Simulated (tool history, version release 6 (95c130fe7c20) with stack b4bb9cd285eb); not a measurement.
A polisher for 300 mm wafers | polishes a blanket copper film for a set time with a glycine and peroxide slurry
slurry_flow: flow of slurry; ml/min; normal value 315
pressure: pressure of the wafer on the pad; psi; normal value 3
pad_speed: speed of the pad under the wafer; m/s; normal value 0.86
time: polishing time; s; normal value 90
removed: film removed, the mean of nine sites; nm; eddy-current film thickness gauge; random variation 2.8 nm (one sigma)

run     day  slurry_flow  pressure  pad_speed  time  wafers since the last listed run  wafers polished on this pad  hours since the slurry nozzle was cleaned  hours since the head pressure was calibrated  incoming thickness of the incoming film, nm  removed
  1       0          380         3       0.86    90                                 0                           50                                       38.1                                         533.9                                         2305      399
  2   0.796          315         3       0.86    90                               190                          241                                       57.2                                           553                                         2294    392.6
  3   1.688          315         3       0.86    90                               213                          454                                       78.6                                         574.4                                       2300.4    387.8
  4   2.254          315       2.7       0.86    90                               135                          590                                       92.2                                           588                                       2331.9    367.4
  5   3.512          315       2.7       0.86    90                               301                          891                                      122.4                                         618.2                                       2309.5    365.6
  6   4.088          315       2.8       0.86    90                               137                         1029                                      136.2                                           632                                       2270.9    368.9
      4.888  -- worn pad replaced by a new one
  7   5.517          315       2.8       0.86    90                               302                          150                                      170.5                                         666.3                                       2259.4    373.1
  8   6.046          315       2.8       0.86    90                               126                          277                                      183.2                                           679                                       2258.4    369.2
  9   9.862          315         3       0.86    90                               913                         1191                                      274.8                                         770.6                                       2255.7    385.7
     10.479  -- worn pad replaced by a new one
 10  10.858          315         3       0.86    90                               198                           91                                      298.7                                         794.5                                       2293.3    376.9
 11  12.179          245         3       0.62   114                               316                          407                                      330.4                                         826.2                                       2268.4    365.1
 12  12.838          315         3       0.64    90                               157                          565                                      346.2                                           842                                       2305.5    302.9
     13.871  -- slurry nozzle cleaned
     15.004  -- worn pad replaced by a new one
     15.158  -- head pressure recalibrated
 13  17.117          400       3.7       0.86    90                               954                          485                                       77.9                                            47                                       2292.9    443.5
 14  18.258          265       3.4       0.86    90                               273                          758                                      105.3                                          74.4                                       2274.5    409.1
 15  19.646          315         3       0.86    90                               332                         1091                                      138.6                                         107.7                                       2303.1    389.6
     20.267  -- worn pad replaced by a new one
 16  20.375          315       2.6       0.62    90                               134                           26                                      156.1                                         125.2                                       2271.7    281.1
 17  21.446          315         4       0.86    90                               256                          282                                      181.8                                         150.9                                       2263.4      457

Predict each of these 4 candidate next runs independently; none follows another, all start after run 17:
  A  21.467          315         3       0.86    90                                 4                          287                                      182.3                                         151.4                                       2312.7        ?
  B  21.467          315       3.6       1.04   113                                 4                          287                                      182.3                                         151.4                                       2312.7        ?
  C  21.467          350       3.8       0.86    63                                 4                          287                                      182.3                                         151.4                                       2312.7        ?
  D  21.467          420         3       0.86    90                                 4                          287                                      182.3                                         151.4                                       2312.7        ?

run  removed
  A    383.8
  B    628.2
  C    310.6
  D    391.8
With no hidden state in the tool, these same runs would have given:
run  removed
  A    394.3
  B    645.2
  C    318.4
  D    400.5
